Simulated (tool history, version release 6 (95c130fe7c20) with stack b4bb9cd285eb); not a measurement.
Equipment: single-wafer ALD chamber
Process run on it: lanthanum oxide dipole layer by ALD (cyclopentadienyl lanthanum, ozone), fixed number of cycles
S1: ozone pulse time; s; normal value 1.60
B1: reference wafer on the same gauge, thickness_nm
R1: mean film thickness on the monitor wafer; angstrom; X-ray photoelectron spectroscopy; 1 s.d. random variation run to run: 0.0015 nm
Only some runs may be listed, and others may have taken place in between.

run	hour	S1	B1	R1
1	0.0	1.88	0.681	5.90
2	50.6	1.60	0.681	5.73
3	93.8	1.60	0.681	5.75
4	162.7	1.39	0.681	5.56
5	217.3	1.39	0.681	5.54
6	263.6	1.39	0.681	5.63
7	318.3	1.60	0.682	5.71
8	351.2	1.25	0.681	5.48
9	411.1	1.60	0.682	5.69
10	450.3	1.07	0.681	5.31
11	509.3	1.60	0.682	5.64
12	548.4	1.60	0.681	5.85
13	598.2	2.11	0.681	5.96
14	652.2	2.08	0.680	5.98
15	717.9	2.19	0.681	5.97

The log once held 4 entries between its listed runs, left out of this copy. Where does each go, and what is different about the tool's unlogged condition between the listed run before it and the listed run after it?
After run 5, before run 6: showerhead replaced, of another model than before (hour 256.2)
  ozone dose above that of a generator just serviced (%): -17.2 -> -18.7
  measured result minus the result with no hidden state, R1: -0.21 -> -0.15 angstrom
After run 10, before run 11: thermocouple changed; heater temperature recalibrated (hour 508.8)
  ozone dose above that of a generator just serviced (%): -25.5 -> -27.9
  measured result minus the result with no hidden state, R1: -0.29 -> -0.21 angstrom
After run 11, before run 12: ozone generator serviced (hour 542.3); gauge calibrated (hour 543.0)
  ozone dose above that of a generator just serviced (%): -27.9 -> -0.802
  measured result minus the result with no hidden state, R1: -0.21 -> -0.01 angstrom
